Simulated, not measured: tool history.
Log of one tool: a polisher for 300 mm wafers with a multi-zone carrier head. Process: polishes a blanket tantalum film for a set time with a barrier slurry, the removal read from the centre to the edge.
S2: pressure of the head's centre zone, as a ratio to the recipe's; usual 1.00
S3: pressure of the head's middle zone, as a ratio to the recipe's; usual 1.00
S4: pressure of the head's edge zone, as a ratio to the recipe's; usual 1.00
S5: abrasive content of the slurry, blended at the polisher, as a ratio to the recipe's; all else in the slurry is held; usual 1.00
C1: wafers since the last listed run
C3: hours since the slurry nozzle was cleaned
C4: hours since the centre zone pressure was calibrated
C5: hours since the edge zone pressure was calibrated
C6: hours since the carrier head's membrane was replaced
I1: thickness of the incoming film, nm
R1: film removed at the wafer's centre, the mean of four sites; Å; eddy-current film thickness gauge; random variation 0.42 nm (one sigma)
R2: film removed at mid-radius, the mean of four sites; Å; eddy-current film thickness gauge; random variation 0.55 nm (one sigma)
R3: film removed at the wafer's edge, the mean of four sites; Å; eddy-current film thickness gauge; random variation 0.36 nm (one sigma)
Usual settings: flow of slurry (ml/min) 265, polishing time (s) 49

{"run": 1, "day": 0.0, "flow of slurry (ml/min)": 265, "S2": 1.0, "S3": 1.0, "S4": 1.0, "S5": 1.0, "polishing time (s)": 49, "C1": 0, "wafers polished on this pad": 909, "C3": 600.5, "C4": 1165.6, "C5": 1359.9, "C6": 1031.4, "I1": 377.9, "R1": 402, "R2": 396, "R3": 399}
{"day": 0.392, "done": "worn pad replaced by a new one"}
{"run": 2, "day": 0.412, "flow of slurry (ml/min)": 265, "S2": 1.0, "S3": 1.0, "S4": 1.07, "S5": 1.0, "polishing time (s)": 49, "C1": 81, "wafers polished on this pad": 6, "C3": 610.4, "C4": 1175.5, "C5": 1369.8, "C6": 1041.3, "I1": 380.0, "R1": 423, "R2": 415, "R3": 426}
{"run": 3, "day": 0.792, "flow of slurry (ml/min)": 265, "S2": 1.0, "S3": 1.0, "S4": 1.07, "S5": 1.0, "polishing time (s)": 49, "C1": 125, "wafers polished on this pad": 132, "C3": 619.5, "C4": 1184.6, "C5": 1378.9, "C6": 1050.4, "I1": 379.7, "R1": 417, "R2": 420, "R3": 421}
{"run": 4, "day": 1.521, "flow of slurry (ml/min)": 265, "S2": 1.0, "S3": 1.0, "S4": 1.07, "S5": 1.0, "polishing time (s)": 49, "C1": 242, "wafers polished on this pad": 375, "C3": 637.0, "C4": 1202.1, "C5": 1396.4, "C6": 1067.9, "I1": 377.3, "R1": 419, "R2": 412, "R3": 421}
{"run": 5, "day": 2.204, "flow of slurry (ml/min)": 265, "S2": 1.0, "S3": 1.0, "S4": 1.0, "S5": 1.1, "polishing time (s)": 49, "C1": 226, "wafers polished on this pad": 602, "C3": 653.4, "C4": 1218.5, "C5": 1412.8, "C6": 1084.3, "I1": 375.4, "R1": 418, "R2": 405, "R3": 420}
{"run": 6, "day": 2.892, "flow of slurry (ml/min)": 265, "S2": 1.0, "S3": 1.0, "S4": 1.0, "S5": 1.0, "polishing time (s)": 49, "C1": 228, "wafers polished on this pad": 830, "C3": 669.9, "C4": 1235.0, "C5": 1429.3, "C6": 1100.8, "I1": 384.7, "R1": 406, "R2": 405, "R3": 399}
{"run": 7, "day": 3.329, "flow of slurry (ml/min)": 265, "S2": 1.0, "S3": 1.0, "S4": 1.0, "S5": 1.0, "polishing time (s)": 49, "C1": 145, "wafers polished on this pad": 975, "C3": 680.4, "C4": 1245.5, "C5": 1439.8, "C6": 1111.3, "I1": 385.0, "R1": 397, "R2": 400, "R3": 401}
{"day": 3.575, "done": "worn pad replaced by a new one"}
{"run": 8, "day": 3.733, "flow of slurry (ml/min)": 265, "S2": 1.0, "S3": 1.0, "S4": 1.0, "S5": 1.0, "polishing time (s)": 49, "C1": 78, "wafers polished on this pad": 52, "C3": 690.1, "C4": 1255.2, "C5": 1449.5, "C6": 1121.0, "I1": 378.2, "R1": 413, "R2": 417, "R3": 404}
{"day": 3.983, "done": "slurry nozzle cleaned"}
{"day": 4.208, "done": "edge zone pressure recalibrated"}
{"run": 9, "day": 4.358, "flow of slurry (ml/min)": 265, "S2": 1.0, "S3": 1.06, "S4": 1.0, "S5": 1.0, "polishing time (s)": 49, "C1": 166, "wafers polished on this pad": 218, "C3": 9.0, "C4": 1270.2, "C5": 3.6, "C6": 1136.0, "I1": 376.4, "R1": 410, "R2": 429, "R3": 413}
{"run": 10, "day": 4.775, "flow of slurry (ml/min)": 265, "S2": 1.0, "S3": 1.06, "S4": 1.0, "S5": 1.0, "polishing time (s)": 49, "C1": 138, "wafers polished on this pad": 356, "C3": 19.0, "C4": 1280.2, "C5": 13.6, "C6": 1146.0, "I1": 379.5, "R1": 417, "R2": 433, "R3": 410}
{"run": 11, "day": 5.212, "flow of slurry (ml/min)": 345, "S2": 1.1, "S3": 1.0, "S4": 0.91, "S5": 0.8, "polishing time (s)": 49, "C1": 145, "wafers polished on this pad": 502, "C3": 29.5, "C4": 1290.7, "C5": 24.1, "C6": 1156.5, "I1": 385.6, "R1": 443, "R2": 402, "R3": 375}
{"run": 12, "day": 5.925, "flow of slurry (ml/min)": 265, "S2": 1.0, "S3": 0.91, "S4": 1.0, "S5": 1.15, "polishing time (s)": 49, "C1": 236, "wafers polished on this pad": 739, "C3": 46.6, "C4": 1307.8, "C5": 41.2, "C6": 1173.6, "I1": 380.1, "R1": 416, "R2": 386, "R3": 418}
{"day": 6.55, "done": "worn pad replaced by a new one"}
{"day": 6.596, "done": "carrier head's membrane replaced by a new one"}
{"run": 13, "day": 6.617, "flow of slurry (ml/min)": 225, "S2": 1.0, "S3": 0.89, "S4": 0.9, "S5": 0.75, "polishing time (s)": 49, "C1": 159, "wafers polished on this pad": 7, "C3": 63.2, "C4": 1324.4, "C5": 57.8, "C6": 0.5, "I1": 384.4, "R1": 381, "R2": 344, "R3": 366}
{"run": 14, "day": 7.008, "flow of slurry (ml/min)": 200, "S2": 1.0, "S3": 0.92, "S4": 0.92, "S5": 1.0, "polishing time (s)": 49, "C1": 130, "wafers polished on this pad": 137, "C3": 72.6, "C4": 1333.8, "C5": 67.2, "C6": 9.9, "I1": 376.8, "R1": 403, "R2": 384, "R3": 390}
{"run": 15, "day": 7.75, "flow of slurry (ml/min)": 265, "S2": 1.0, "S3": 1.09, "S4": 1.0, "S5": 1.0, "polishing time (s)": 34, "C1": 246, "wafers polished on this pad": 383, "C3": 90.4, "C4": 1351.6, "C5": 85.0, "C6": 27.7, "I1": 382.3, "R1": 291, "R2": 310, "R3": 288}
{"day": 9.471, "done": "centre zone pressure recalibrated"}
{"day": 9.604, "done": "worn pad replaced by a new one"}
{"run": 16, "day": 9.65, "flow of slurry (ml/min)": 265, "S2": 1.0, "S3": 1.07, "S4": 1.0, "S5": 1.0, "polishing time (s)": 49, "C1": 560, "wafers polished on this pad": 15, "C3": 136.0, "C4": 4.3, "C5": 130.6, "C6": 73.3, "I1": 385.0, "R1": 415, "R2": 443, "R3": 411}
{"run": 17, "day": 10.138, "flow of slurry (ml/min)": 265, "S2": 1.0, "S3": 1.0, "S4": 1.0, "S5": 1.0, "polishing time (s)": 49, "C1": 161, "wafers polished on this pad": 177, "C3": 147.7, "C4": 16.0, "C5": 142.3, "C6": 85.0, "I1": 378.8, "R1": 416, "R2": 420, "R3": 411}
{"run": 18, "day": 10.783, "flow of slurry (ml/min)": 350, "S2": 1.0, "S3": 1.0, "S4": 1.05, "S5": 1.0, "polishing time (s)": 63, "C1": 214, "wafers polished on this pad": 391, "C3": 163.2, "C4": 31.5, "C5": 157.8, "C6": 100.5, "I1": 383.7, "R1": 541, "R2": 539, "R3": 543}
{"run": 19, "day": 11.438, "flow of slurry (ml/min)": 265, "S2": 1.0, "S3": 1.0, "S4": 1.0, "S5": 1.0, "polishing time (s)": 49, "C1": 217, "wafers polished on this pad": 609, "C3": 178.9, "C4": 47.2, "C5": 173.5, "C6": 116.2, "I1": 380.2, "R1": 408, "R2": 412, "R3": 400}
{"run": 20, "day": 12.138, "flow of slurry (ml/min)": 265, "S2": 1.0, "S3": 1.0, "S4": 1.0, "S5": 1.0, "polishing time (s)": 49, "C1": 232, "wafers polished on this pad": 841, "C3": 195.7, "C4": 64.0, "C5": 190.3, "C6": 133.0, "I1": 384.8, "R1": 400, "R2": 397, "R3": 393}

5 ways to go on from here, each from the tool as it stands after run 20. What would each give?
{"run": "A", "day": 12.154, "flow of slurry (ml/min)": 265, "S2": 1.0, "S3": 1.0, "S4": 1.0, "S5": 1.0, "polishing time (s)": 49, "C1": 1, "wafers polished on this pad": 843, "C3": 196.1, "C4": 64.4, "C5": 190.7, "C6": 133.4, "I1": 375.6, "R1": "?", "R2": "?", "R3": "?"}
{"run": "B", "day": 12.154, "flow of slurry (ml/min)": 350, "S2": 1.06, "S3": 1.03, "S4": 1.0, "S5": 1.15, "polishing time (s)": 49, "C1": 1, "wafers polished on this pad": 843, "C3": 196.1, "C4": 64.4, "C5": 190.7, "C6": 133.4, "I1": 375.6, "R1": "?", "R2": "?", "R3": "?"}
{"run": "C", "day": 12.154, "flow of slurry (ml/min)": 190, "S2": 1.04, "S3": 1.0, "S4": 1.07, "S5": 1.0, "polishing time (s)": 49, "C1": 1, "wafers polished on this pad": 843, "C3": 196.1, "C4": 64.4, "C5": 190.7, "C6": 133.4, "I1": 375.6, "R1": "?", "R2": "?", "R3": "?"}
{"run": "D", "day": 12.154, "flow of slurry (ml/min)": 340, "S2": 1.0, "S3": 1.0, "S4": 1.0, "S5": 1.0, "polishing time (s)": 49, "C1": 1, "wafers polished on this pad": 843, "C3": 196.1, "C4": 64.4, "C5": 190.7, "C6": 133.4, "I1": 375.6, "R1": "?", "R2": "?", "R3": "?"}
{"run": "E", "day": 12.154, "flow of slurry (ml/min)": 265, "S2": 0.9, "S3": 1.05, "S4": 1.11, "S5": 1.0, "polishing time (s)": 49, "C1": 1, "wafers polished on this pad": 843, "C3": 196.1, "C4": 64.4, "C5": 190.7, "C6": 133.4, "I1": 375.6, "R1": "?", "R2": "?", "R3": "?"}

run=A R1=401 R2=403 R3=397
run=B R1=451 R2=436 R3=417
run=C R1=400 R2=388 R3=398
run=D R1=411 R2=412 R3=404
run=E R1=361 R2=419 R3=417
Without the tool's hidden state the same runs would have given:
run=A R1=418 R2=420 R3=414
run=B R1=470 R2=454 R3=435
run=C R1=417 R2=404 R3=415
run=D R1=429 R2=429 R3=421
run=E R1=376 R2=437 R3=434
